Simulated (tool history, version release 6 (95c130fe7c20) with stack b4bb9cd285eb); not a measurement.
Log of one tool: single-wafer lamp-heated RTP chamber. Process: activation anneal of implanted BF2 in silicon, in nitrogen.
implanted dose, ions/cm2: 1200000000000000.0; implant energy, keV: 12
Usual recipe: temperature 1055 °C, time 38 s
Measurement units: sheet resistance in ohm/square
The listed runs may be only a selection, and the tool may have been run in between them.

run   hour  temperature  time  read-back reference wafer on the same gauge, sheet resistance  sheet resistance
  1      0         1055    38                                                         146.04            134.18
  2   21.2         1055    38                                                         146.06             133.1
  3   33.3         1055    38                                                         146.03            134.23
  4   53.2         1055    38                                                         146.07            132.65
      73.7  -- pyrometer window cleaned and pyrometer calibrated
  5   82.6         1055    38                                                         145.88            132.93
     125.9  -- gauge calibrated
     146.7  -- reflector plate cleaned
  6    154         1055    38                                                         146.07            126.45
  7  182.5         1055    38                                                          146.1            127.11
  8  205.3         1074    38                                                         145.92            110.83
  9  234.3         1074    38                                                         146.02            110.37
 10  252.2         1063    49                                                         146.02            114.22
 11  264.3         1063    49                                                         145.98            113.85
 12    283         1038    48                                                         145.94            136.35
     296.7  -- reflector plate cleaned, repeated, since the last time left the tool worse
 13  297.2         1055    38                                                         146.08            137.16
 14  323.8         1055    38                                                         146.01            137.45
 15  399.5         1075    38                                                         145.86            116.11
     420.4  -- pyrometer window cleaned and pyrometer calibrated
 16  427.6         1055    38                                                         145.89            136.13
 17  451.3         1064    26                                                         146.03            135.69
 18  486.7         1074    38                                                         145.95            116.03
 19  505.9         1030    32                                                         145.96            158.85
 20  524.8         1055    38                                                         146.07            135.72
     535.2  -- gauge calibrated
 21  558.3         1076    53                                                         146.09            108.76
 22  593.1         1038    59                                                         145.99            135.51
 23  628.5         1055    38                                                         145.72            135.77
 24  657.5         1072    31                                                          146.1            123.59
 25  682.3         1055    31                                                         146.07            140.44
 26  716.3         1081    38                                                         145.95            109.46
 27  741.5         1055    38                                                            146            133.72
 28  754.6         1067    48                                                          146.1            116.77
     779.5  -- reflector plate cleaned
 29    780         1039    50                                                         145.85            141.47
 30  793.3         1035    27                                                         145.93            161.62

Some steps in sheet resistance between neighbouring runs. How much of each would the tool show without its hidden state too (settings, what came in, random variation), and how much is left for the hidden state, with any gauge scatter that isn't in both results?
Hidden state present: true wafer temperature minus pyrometer reading, K; wafer temperature error from the tarnished reflector plate, K; gauge reads high (%).
Run 5 -> 6: gauge calibrated, reflector plate cleaned. sheet resistance -6.48 ohm/square: hidden state -5.23, all else -1.25.
Run 12 -> 13: temperature 1038 -> 1055, time 48 -> 38, reflector plate cleaned, repeated, since the last time left the tool worse. sheet resistance +0.81 ohm/square: hidden state +6.58, all else -5.77.
Run 18 -> 19: temperature 1074 -> 1030, time 38 -> 32. sheet resistance +42.82 ohm/square: hidden state +0.02, all else +42.8.
Run 20 -> 21: temperature 1055 -> 1076, time 38 -> 53, gauge calibrated. sheet resistance -26.96 ohm/square: hidden state +0.14, all else -27.1.
Run 25 -> 26: temperature 1055 -> 1081, time 31 -> 38. sheet resistance -30.98 ohm/square: hidden state +0.5, all else -31.48.
Run 28 -> 29: temperature 1067 -> 1039, time 48 -> 50, reflector plate cleaned. sheet resistance +24.7 ohm/square: hidden state +2.59, all else +22.11.
